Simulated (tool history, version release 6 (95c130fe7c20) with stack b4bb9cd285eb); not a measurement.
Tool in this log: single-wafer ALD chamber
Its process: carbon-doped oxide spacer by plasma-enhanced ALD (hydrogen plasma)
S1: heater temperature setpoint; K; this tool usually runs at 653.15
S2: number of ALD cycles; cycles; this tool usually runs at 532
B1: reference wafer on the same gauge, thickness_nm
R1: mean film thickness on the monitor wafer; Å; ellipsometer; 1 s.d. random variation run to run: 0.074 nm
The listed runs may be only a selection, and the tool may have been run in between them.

{"run": 1, "day": 0.0, "S1": 653.15, "S2": 532, "B1": 34.777, "R1": 300.34}
{"run": 2, "day": 0.767, "S1": 653.15, "S2": 532, "B1": 34.817, "R1": 299.94}
{"run": 3, "day": 1.704, "S1": 653.15, "S2": 532, "B1": 34.779, "R1": 300.63}
{"run": 4, "day": 2.454, "S1": 653.15, "S2": 532, "B1": 34.823, "R1": 299.64}
{"run": 5, "day": 3.458, "S1": 649.15, "S2": 532, "B1": 34.786, "R1": 298.75}
{"day": 4.4, "done": "gauge calibrated"}
{"run": 6, "day": 4.929, "S1": 649.15, "S2": 532, "B1": 34.368, "R1": 297.49}
{"run": 7, "day": 5.625, "S1": 649.15, "S2": 532, "B1": 34.516, "R1": 297.59}
{"day": 6.55, "done": "thermocouple changed; heater temperature recalibrated"}
{"run": 8, "day": 7.088, "S1": 653.15, "S2": 532, "B1": 34.572, "R1": 298.37}
{"run": 9, "day": 8.238, "S1": 649.15, "S2": 451, "B1": 34.646, "R1": 252.93}
{"run": 10, "day": 9.625, "S1": 653.15, "S2": 492, "B1": 34.707, "R1": 277.13}
{"run": 11, "day": 10.558, "S1": 653.15, "S2": 492, "B1": 34.734, "R1": 276.03}
{"run": 12, "day": 11.546, "S1": 649.15, "S2": 631, "B1": 34.791, "R1": 354.86}
{"run": 13, "day": 12.346, "S1": 647.15, "S2": 532, "B1": 34.771, "R1": 300.08}
{"run": 14, "day": 13.275, "S1": 653.15, "S2": 609, "B1": 34.788, "R1": 344.09}
{"run": 15, "day": 14.221, "S1": 653.15, "S2": 532, "B1": 34.806, "R1": 300.96}

Below are 4 alternative next runs, each starting from the tool's condition after run 15. Predict each:
{"run": "A", "day": 14.271, "S1": 653.15, "S2": 532, "B1": "?", "R1": "?"}
{"run": "B", "day": 14.271, "S1": 665.15, "S2": 475, "B1": "?", "R1": "?"}
{"run": "C", "day": 14.271, "S1": 640.15, "S2": 604, "B1": "?", "R1": "?"}
{"run": "D", "day": 14.271, "S1": 642.15, "S2": 627, "B1": "?", "R1": "?"}

run=A B1=34.817 R1=300.74
run=B B1=34.817 R1=268.52
run=C B1=34.817 R1=341.44
run=D B1=34.817 R1=354.44
Had the tool no hidden state, the same runs would have come out as:
run=A R1=296.29
run=B R1=264.55
run=C R1=336.39
run=D R1=349.2
